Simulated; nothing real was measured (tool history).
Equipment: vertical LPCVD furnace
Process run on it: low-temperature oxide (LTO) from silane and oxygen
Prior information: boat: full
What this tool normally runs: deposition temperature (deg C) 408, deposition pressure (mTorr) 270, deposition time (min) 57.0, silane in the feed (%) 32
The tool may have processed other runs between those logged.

run,hour,deposition temperature (deg C),deposition pressure (mTorr),deposition time (min),silane in the feed (%),wafers since the last listed run,hours since the last temperature calibration,hours since the pressure gauge was zeroed,hours since the silane flow controller was replaced,hours since the gauge calibration,"read-back reference wafer on the same gauge, thickness",film thickness on the monitor wafer in the middle of the boat (angstrom)
1,0.0,408,270,57.0,32,0,901.9,3463.7,33.1,195.0,520.28,4402.8
2,45.6,408,270,57.0,32,825,947.5,3509.3,78.7,240.6,520.20,4356.7
3,88.5,408,270,57.0,32,776,990.4,3552.2,121.6,283.5,519.98,4375.4
4,181.4,408,270,57.0,32,1682,1083.3,3645.1,214.5,376.4,520.11,4354.4
5,225.1,411,270,57.0,32,791,1127.0,3688.8,258.2,420.1,519.73,4522.8
# hour 282.3: pressure gauge zeroed
6,282.8,411,270,57.0,32,610,1184.7,0.5,315.9,477.8,520.12,4494.5
7,370.7,408,270,57.0,30,1591,1272.6,88.4,403.8,565.7,519.75,3967.4
# hour 523.9: thermocouples replaced and temperature profile calibrated
8,590.9,400,290,57.0,29,3552,67.0,308.6,624.0,785.9,519.11,3647.8
9,632.9,413,270,36.0,32,760,109.0,350.6,666.0,827.9,520.15,2860.5
# hour 719.1: silane flow controller replaced, repeated, since the last time left the tool worse
10,719.6,397,270,65.0,38,1135,195.7,437.3,0.5,914.6,520.82,5941.1
11,796.5,408,230,57.0,32,1392,272.6,514.2,77.4,991.5,520.08,3936.3
12,842.5,396,270,57.0,32,832,318.6,560.2,123.4,1037.5,521.19,4054.7
13,888.3,402,270,57.0,32,829,364.4,606.0,169.2,1083.3,519.55,4352.0
14,977.6,408,270,57.0,32,1617,453.7,695.3,258.5,1172.6,520.86,4638.3
15,1260.9,405,290,70.0,36,5129,737.0,978.6,541.8,1455.9,521.36,6928.1
16,1300.9,408,270,57.0,37,724,777.0,1018.6,581.8,1495.9,518.81,5624.9
17,1397.1,408,270,57.0,32,1741,873.2,1114.8,678.0,1592.1,519.96,4602.7
18,1497.8,412,270,57.0,32,1823,973.9,1215.5,778.7,1692.8,519.49,4837.0
19,1547.8,418,320,68.0,29,905,1023.9,1265.5,828.7,1742.8,519.95,6327.3
20,1587.1,408,270,45.5,32,711,1063.2,1304.8,868.0,1782.1,519.74,3695.9
21,1635.9,408,270,57.0,32,883,1112.0,1353.6,916.8,1830.9,521.16,4582.8
22,1728.2,400,330,43.5,28,1671,1204.3,1445.9,1009.1,1923.2,519.46,3224.2
23,1807.3,414,225,79.5,27,1432,1283.4,1525.0,1088.2,2002.3,519.67,4447.4
24,1881.6,397,315,57.0,32,1345,1357.7,1599.3,1162.5,2076.6,519.13,4700.9
25,1934.2,408,270,57.0,32,952,1410.3,1651.9,1215.1,2129.2,519.39,4565.3
26,2010.8,403,270,57.0,32,1387,1486.9,1728.5,1291.7,2205.8,520.04,4323.0
27,2105.9,408,270,57.0,32,1722,1582.0,1823.6,1386.8,2300.9,520.37,4568.0
# hour 2209.7: thermocouples replaced and temperature profile calibrated
28,2210.2,403,270,57.0,30,1454,0.5,1927.9,1491.1,2405.2,519.94,3924.8
29,2273.2,403,235,68.0,32,1140,63.5,1990.9,1554.1,2468.2,519.75,4466.1
30,2371.5,408,235,57.0,35,1780,161.8,2089.2,1652.4,2566.5,520.78,4503.9

Consider 4 possible next runs. They are alternatives, not a sequence: every one starts from the tool as it was left by run 30. What does each give?
A,2375.7,408,270,57.0,32,76,166.0,2093.4,1656.6,2570.7,?,?
B,2375.7,418,320,57.0,36,76,166.0,2093.4,1656.6,2570.7,?,?
C,2375.7,408,270,38.0,32,76,166.0,2093.4,1656.6,2570.7,?,?
D,2375.7,408,270,69.0,35,76,166.0,2093.4,1656.6,2570.7,?,?

run,"read-back reference wafer on the same gauge, thickness",film thickness on the monitor wafer in the middle of the boat (angstrom)
A,519.65,4558.9
B,519.65,7070.1
C,519.65,3039.3
D,519.65,6241.7
Without the tool's hidden state the same runs would have given:
run,film thickness on the monitor wafer in the middle of the boat (angstrom)
A,4650.4
B,7190.4
C,3100.3
D,6354.6
